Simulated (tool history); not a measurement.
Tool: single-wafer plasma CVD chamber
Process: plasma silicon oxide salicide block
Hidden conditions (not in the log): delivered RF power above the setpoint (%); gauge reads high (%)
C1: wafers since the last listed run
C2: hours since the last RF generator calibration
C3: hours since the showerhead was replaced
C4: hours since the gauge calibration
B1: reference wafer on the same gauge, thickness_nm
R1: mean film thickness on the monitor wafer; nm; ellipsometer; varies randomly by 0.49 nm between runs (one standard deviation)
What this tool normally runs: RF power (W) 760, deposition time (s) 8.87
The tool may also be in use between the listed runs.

run 1 day=0 | RF_power_(W)=760 deposition_time_(s)=8.87 | C1=0 C2=1980.7 C3=6429.3 C4=141 | B1=108.033 | R1=96.714
run 2 day=0.529 | RF_power_(W)=760 deposition_time_(s)=8.87 | C1=394 C2=1993.4 C3=6442 C4=153.7 | B1=108.192 | R1=98.244
run 3 day=0.858 | RF_power_(W)=760 deposition_time_(s)=8.87 | C1=245 C2=2001.3 C3=6449.9 C4=161.6 | B1=108.042 | R1=96.797
run 4 day=1.308 | RF_power_(W)=760 deposition_time_(s)=8.87 | C1=335 C2=2012.1 C3=6460.7 C4=172.4 | B1=108.276 | R1=96.543
run 5 day=1.817 | RF_power_(W)=760 deposition_time_(s)=8.87 | C1=378 C2=2024.3 C3=6472.9 C4=184.6 | B1=108 | R1=97.109
run 6 day=2.375 | RF_power_(W)=720 deposition_time_(s)=8.87 | C1=416 C2=2037.7 C3=6486.3 C4=198 | B1=108.037 | R1=96.128
run 7 day=3.696 | RF_power_(W)=760 deposition_time_(s)=8.87 | C1=984 C2=2069.4 C3=6518 C4=229.7 | B1=108.061 | R1=96.283
run 8 day=4.2 | RF_power_(W)=760 deposition_time_(s)=8.87 | C1=375 C2=2081.5 C3=6530.1 C4=241.8 | B1=108.289 | R1=96.774
-- day=4.362 gauge calibrated
run 9 day=4.5 | RF_power_(W)=760 deposition_time_(s)=8.87 | C1=223 C2=2088.7 C3=6537.3 C4=3.3 | B1=107.909 | R1=97.416
run 10 day=4.938 | RF_power_(W)=690 deposition_time_(s)=10.31 | C1=326 C2=2099.2 C3=6547.8 C4=13.8 | B1=108.305 | R1=109.083
run 11 day=5.579 | RF_power_(W)=680 deposition_time_(s)=8.87 | C1=478 C2=2114.6 C3=6563.2 C4=29.2 | B1=108.027 | R1=93.135
run 12 day=6.271 | RF_power_(W)=635 deposition_time_(s)=9.96 | C1=515 C2=2131.2 C3=6579.8 C4=45.8 | B1=107.96 | R1=102.472
run 13 day=6.767 | RF_power_(W)=760 deposition_time_(s)=8.04 | C1=369 C2=2143.1 C3=6591.7 C4=57.7 | B1=108.189 | R1=87.602
-- day=7.296 showerhead replaced
-- day=7.758 RF generator calibrated
run 14 day=7.879 | RF_power_(W)=760 deposition_time_(s)=8.87 | C1=332 C2=2.9 C3=14 C4=84.4 | B1=108.186 | R1=97.263
run 15 day=8.262 | RF_power_(W)=635 deposition_time_(s)=8.87 | C1=285 C2=12.1 C3=23.2 C4=93.6 | B1=108.111 | R1=92.299
run 16 day=9.912 | RF_power_(W)=700 deposition_time_(s)=8.87 | C1=1230 C2=51.7 C3=62.8 C4=133.2 | B1=108.033 | R1=95.548
run 17 day=10.208 | RF_power_(W)=760 deposition_time_(s)=8.87 | C1=220 C2=58.8 C3=69.9 C4=140.3 | B1=108.004 | R1=96.624
run 18 day=10.55 | RF_power_(W)=760 deposition_time_(s)=8.87 | C1=254 C2=67 C3=78.1 C4=148.5 | B1=107.95 | R1=97.283

Below are 3 alternative next runs, each starting from the tool's condition after run 18. Predict each:
run A day=10.567 | RF_power_(W)=830 deposition_time_(s)=8.87 | C1=12 C2=67.4 C3=78.5 C4=148.9 | B1=? | R1=?
run B day=10.567 | RF_power_(W)=875 deposition_time_(s)=7.5 | C1=12 C2=67.4 C3=78.5 C4=148.9 | B1=? | R1=?
run C day=10.567 | RF_power_(W)=760 deposition_time_(s)=7.82 | C1=12 C2=67.4 C3=78.5 C4=148.9 | B1=? | R1=?

run=A B1=108.104 R1=100.084
run=B B1=108.104 R1=85.998
run=C B1=108.104 R1=85.896
What these runs would have given with no unlogged condition in the tool:
run=A R1=100.084
run=B R1=85.998
run=C R1=85.896

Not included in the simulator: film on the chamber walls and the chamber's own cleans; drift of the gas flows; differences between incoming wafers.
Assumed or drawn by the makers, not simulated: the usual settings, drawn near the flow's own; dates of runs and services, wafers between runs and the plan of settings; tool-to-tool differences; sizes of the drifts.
